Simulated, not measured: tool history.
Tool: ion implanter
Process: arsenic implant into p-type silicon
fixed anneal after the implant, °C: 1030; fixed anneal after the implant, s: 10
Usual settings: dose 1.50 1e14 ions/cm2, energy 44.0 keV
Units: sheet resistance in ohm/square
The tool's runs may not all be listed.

| run | hour | dose | energy | read-back reference wafer on the same gauge, sheet resistance | sheet resistance |
|---|---|---|---|---|---|
| 1 | 0.0 | 1.50 | 54.5 | 491.56 | 449.06 |
| 2 | 73.9 | 1.50 | 54.5 | 491.43 | 448.16 |
| 3 | 165.2 | 1.23 | 44.0 | 491.15 | 530.45 |
|  | 204.5 | gauge calibrated |
|  | 406.6 | Faraday cup replaced and dose calibrated |
| 4 | 407.1 | 1.23 | 44.0 | 490.63 | 530.77 |
| 5 | 495.6 | 1.73 | 44.0 | 491.39 | 420.42 |
| 6 | 572.4 | 1.20 | 44.0 | 491.01 | 538.71 |
| 7 | 654.1 | 1.20 | 44.0 | 490.84 | 538.02 |
| 8 | 700.9 | 1.50 | 44.0 | 491.67 | 462.17 |
| 9 | 779.8 | 1.50 | 44.0 | 490.99 | 462.98 |
| 10 | 838.1 | 1.50 | 44.0 | 490.69 | 463.77 |
| 11 | 898.7 | 1.50 | 32.0 | 490.93 | 490.77 |
| 12 | 959.3 | 1.50 | 44.0 | 491.42 | 462.07 |
| 13 | 1003.8 | 1.21 | 44.0 | 490.59 | 537.56 |
| 14 | 1068.9 | 1.21 | 44.0 | 490.41 | 534.98 |
| 15 | 1145.0 | 1.21 | 44.0 | 490.93 | 536.48 |
| 16 | 1185.6 | 1.50 | 44.0 | 491.26 | 460.96 |
| 17 | 1277.1 | 1.50 | 44.0 | 490.50 | 462.64 |
| 18 | 1317.7 | 1.50 | 44.0 | 491.45 | 464.71 |
| 19 | 1423.7 | 1.22 | 33.5 | 490.61 | 559.03 |
| 20 | 1509.3 | 1.50 | 54.0 | 490.68 | 444.93 |
| 21 | 1597.1 | 1.19 | 49.5 | 491.34 | 529.97 |
|  | 1664.8 | Faraday cup replaced and dose calibrated |
| 22 | 1665.3 | 1.50 | 32.0 | 490.60 | 486.68 |
| 23 | 1735.8 | 1.50 | 44.0 | 490.71 | 461.76 |
| 24 | 1831.6 | 1.50 | 44.0 | 490.27 | 465.14 |
| 25 | 1871.6 | 1.33 | 37.5 | 492.01 | 514.82 |
| 26 | 1927.2 | 1.62 | 48.0 | 490.82 | 434.97 |
|  | 1972.6 | extraction supply calibrated |
|  | 2009.4 | gauge calibrated |
| 27 | 2030.4 | 1.50 | 32.5 | 491.67 | 485.01 |
| 28 | 2136.3 | 1.50 | 44.0 | 491.60 | 463.53 |
| 29 | 2302.3 | 1.21 | 44.0 | 490.82 | 534.77 |
| 30 | 2361.4 | 1.08 | 44.0 | 490.54 | 575.09 |
| 31 | 2403.8 | 1.37 | 44.0 | 491.12 | 491.28 |
| 32 | 2450.5 | 1.22 | 56.5 | 490.68 | 505.06 |
| 33 | 2503.5 | 1.25 | 44.0 | 490.88 | 522.18 |
| 34 | 2566.2 | 1.50 | 35.5 | 490.47 | 480.45 |
| 35 | 2610.1 | 1.24 | 52.0 | 491.31 | 509.04 |
| 36 | 2649.6 | 1.50 | 44.0 | 491.20 | 465.47 |
| 37 | 2736.9 | 1.66 | 59.5 | 491.20 | 409.76 |

4 ways to go on from here, each from the tool as it stands after run 37. What would each give?
| A | 2737.3 | 1.50 | 56.0 | ? | ? |
| B | 2737.3 | 1.15 | 50.0 | ? | ? |
| C | 2737.3 | 1.30 | 44.0 | ? | ? |
| D | 2737.3 | 1.90 | 44.0 | ? | ? |

| run | read-back reference wafer on the same gauge, sheet resistance | sheet resistance |
|---|---|---|
| A | 490.83 | 443.36 |
| B | 490.83 | 540.84 |
| C | 490.83 | 510.27 |
| D | 490.83 | 392.16 |
Without the tool's hidden state the same runs would have given:
| run | sheet resistance |
|---|---|
| A | 443.36 |
| B | 540.84 |
| C | 510.27 |
| D | 392.16 |
